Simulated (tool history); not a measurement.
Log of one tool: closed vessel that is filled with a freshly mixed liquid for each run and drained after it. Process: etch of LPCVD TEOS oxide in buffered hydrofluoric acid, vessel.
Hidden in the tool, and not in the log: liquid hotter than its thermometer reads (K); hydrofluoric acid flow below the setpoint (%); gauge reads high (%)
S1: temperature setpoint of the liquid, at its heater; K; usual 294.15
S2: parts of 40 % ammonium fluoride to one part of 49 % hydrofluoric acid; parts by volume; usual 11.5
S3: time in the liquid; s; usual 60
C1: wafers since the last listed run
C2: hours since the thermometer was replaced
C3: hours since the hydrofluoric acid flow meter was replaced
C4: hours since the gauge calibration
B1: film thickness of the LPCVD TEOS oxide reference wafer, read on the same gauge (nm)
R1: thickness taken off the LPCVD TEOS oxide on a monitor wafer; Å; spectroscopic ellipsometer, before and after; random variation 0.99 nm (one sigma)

run	hour	S1	S2	S3	C1	C2	C3	C4	B1	R1
1	0.0	296.65	11.5	60	0	55.0	1380.2	586.4	141.27	1417.1
2	72.8	296.65	11.5	60	8122	127.8	1453.0	659.2	141.45	1426.4
3	117.4	296.65	11.5	60	4975	172.4	1497.6	703.8	141.55	1430.9
4	193.1	298.15	14.5	60	8445	248.1	1573.3	779.5	141.73	1245.1
5	273.0	298.15	14.5	60	8914	328.0	1653.2	859.4	142.01	1248.9
6	317.5	294.15	13.0	60	4964	372.5	1697.7	903.9	142.09	1100.9
7	371.9	295.65	11.5	60	6069	426.9	1752.1	958.3	142.26	1370.9
8	447.6	294.15	15.0	60	8445	502.6	1827.8	1034.0	142.51	968.1
9	553.6	294.15	11.5	60	11826	608.6	1933.8	1140.0	142.88	1254.6
10	644.6	294.15	11.5	60	10152	699.6	2024.8	1231.0	143.22	1260.5
11	683.5	294.15	11.5	35	4339	738.5	2063.7	1269.9	143.45	737.3
# hour 723.0: hydrofluoric acid flow meter replaced
12	789.2	294.15	11.5	60	11681	844.2	66.2	1375.6	143.85	1283.2
13	894.4	294.15	10.5	60	11736	949.4	171.4	1480.8	144.32	1393.0
14	957.8	291.15	14.0	30	7073	1012.8	234.8	1544.2	144.66	441.4
# hour 970.2: thermometer replaced
15	1055.5	291.15	11.5	60	10788	85.3	332.5	1641.9	145.18	1082.2
16	1159.0	294.15	13.0	30	11547	188.8	436.0	1745.4	145.76	558.6
17	1197.5	294.15	8.5	35	4295	227.3	474.5	1783.9	145.97	977.3
18	1260.1	294.15	14.5	50	6984	289.9	537.1	1846.5	146.36	864.9
19	1323.6	294.15	8.0	60	7084	353.4	600.6	1910.0	146.80	1792.6
20	1401.4	294.15	11.5	85	8679	431.2	678.4	1987.8	147.26	1845.2
# hour 1429.6: gauge calibrated
21	1445.6	294.15	11.5	60	4931	475.4	722.6	16.0	141.19	1249.3
22	1625.2	294.15	11.5	60	20037	655.0	902.2	195.6	141.24	1235.9
23	1690.9	294.15	11.5	60	7329	720.7	967.9	261.3	141.26	1236.4
24	1729.1	294.15	11.5	85	4261	758.9	1006.1	299.5	141.33	1759.8
25	1816.3	294.15	11.5	60	9728	846.1	1093.3	386.7	141.48	1248.2
26	1880.3	291.65	11.5	90	7140	910.1	1157.3	450.7	141.50	1623.1

Forecast each of these 4 alternatives for the next run:
A	1881.0	294.15	11.5	30	78	910.8	1158.0	451.4	?	?
B	1881.0	290.15	11.5	75	78	910.8	1158.0	451.4	?	?
C	1881.0	291.65	9.0	80	78	910.8	1158.0	451.4	?	?
D	1881.0	298.65	16.0	35	78	910.8	1158.0	451.4	?	?

run	B1	R1
A	141.49	623.5
B	141.49	1244.1
C	141.49	1769.9
D	141.49	673.6
Without the tool's hidden state the same runs would have given:
run	R1
A	616.8
B	1230.7
C	1750.8
D	666.4
